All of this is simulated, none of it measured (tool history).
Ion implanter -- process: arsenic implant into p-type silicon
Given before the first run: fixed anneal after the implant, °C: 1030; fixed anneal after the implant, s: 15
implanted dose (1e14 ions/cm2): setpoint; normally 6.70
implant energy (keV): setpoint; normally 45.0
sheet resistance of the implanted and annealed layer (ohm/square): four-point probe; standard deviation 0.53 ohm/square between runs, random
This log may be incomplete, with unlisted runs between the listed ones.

run,day,implanted dose (1e14 ions/cm2),implant energy (keV),"read-back reference wafer on the same gauge, sheet resistance",sheet resistance of the implanted and annealed layer (ohm/square)
1,0.000,6.70,45.0,145.06,154.20
2,2.600,6.70,45.0,145.08,154.81
3,5.562,6.70,45.0,144.95,155.12
4,7.225,6.70,45.0,145.03,155.18
5,8.921,6.70,34.5,145.26,161.60
6,10.429,6.70,34.5,145.01,161.11
7,12.442,6.70,34.5,144.92,161.99
8,13.992,6.70,45.0,144.80,154.86
9,22.104,6.70,45.0,144.90,155.67
10,24.662,6.70,45.0,145.31,154.48
11,26.112,6.70,45.0,145.00,155.18
12,28.779,6.70,45.0,145.16,154.79
13,30.621,6.70,45.0,145.15,155.06
14,31.858,5.42,39.0,144.99,185.43
15,34.171,5.42,39.0,144.98,185.50
16,36.012,5.42,39.0,145.09,185.79
17,38.383,6.70,45.0,144.83,154.59
18,40.383,5.83,52.5,144.78,169.25
19,46.004,7.88,53.0,145.07,133.58
20,47.046,7.28,59.5,145.09,139.88
21,48.662,6.70,52.0,144.78,150.68
22,51.025,6.70,45.0,145.03,154.05
# day 52.858: extraction supply calibrated
# day 53.800: gauge calibrated
23,53.858,7.20,57.5,144.98,141.08
24,55.533,6.70,45.0,145.00,153.67
25,57.308,7.67,35.0,144.93,144.61
26,59.308,4.79,54.5,145.11,193.17
27,60.658,6.70,45.0,144.86,153.13
# day 62.892: Faraday cup replaced and dose calibrated
28,63.608,5.74,45.0,144.96,175.57
29,64.842,8.00,51.5,145.00,133.78
30,66.488,8.44,36.5,145.02,135.92
31,68.667,6.70,45.0,145.05,155.65
32,69.925,6.70,45.0,145.05,156.29
33,72.258,7.51,36.5,145.07,148.09
34,74.642,6.70,45.0,144.90,156.22
35,76.458,7.49,36.0,145.12,148.34
36,82.421,7.28,59.5,145.05,141.54
37,84.696,8.59,55.5,145.23,125.29

Below are 4 alternative next runs, each starting from the tool's condition after run 37. Predict each:
A,84.712,6.70,45.0,?,?
B,84.712,8.07,54.5,?,?
C,84.712,8.18,37.0,?,?
D,84.712,7.31,33.5,?,?

run,"read-back reference wafer on the same gauge, sheet resistance",sheet resistance of the implanted and annealed layer (ohm/square)
A,144.91,155.31
B,144.91,131.61
C,144.91,138.26
D,144.91,152.51
With no hidden state in the tool, these same runs would have given:
run,sheet resistance of the implanted and annealed layer (ohm/square)
A,155.56
B,131.81
C,138.46
D,152.75
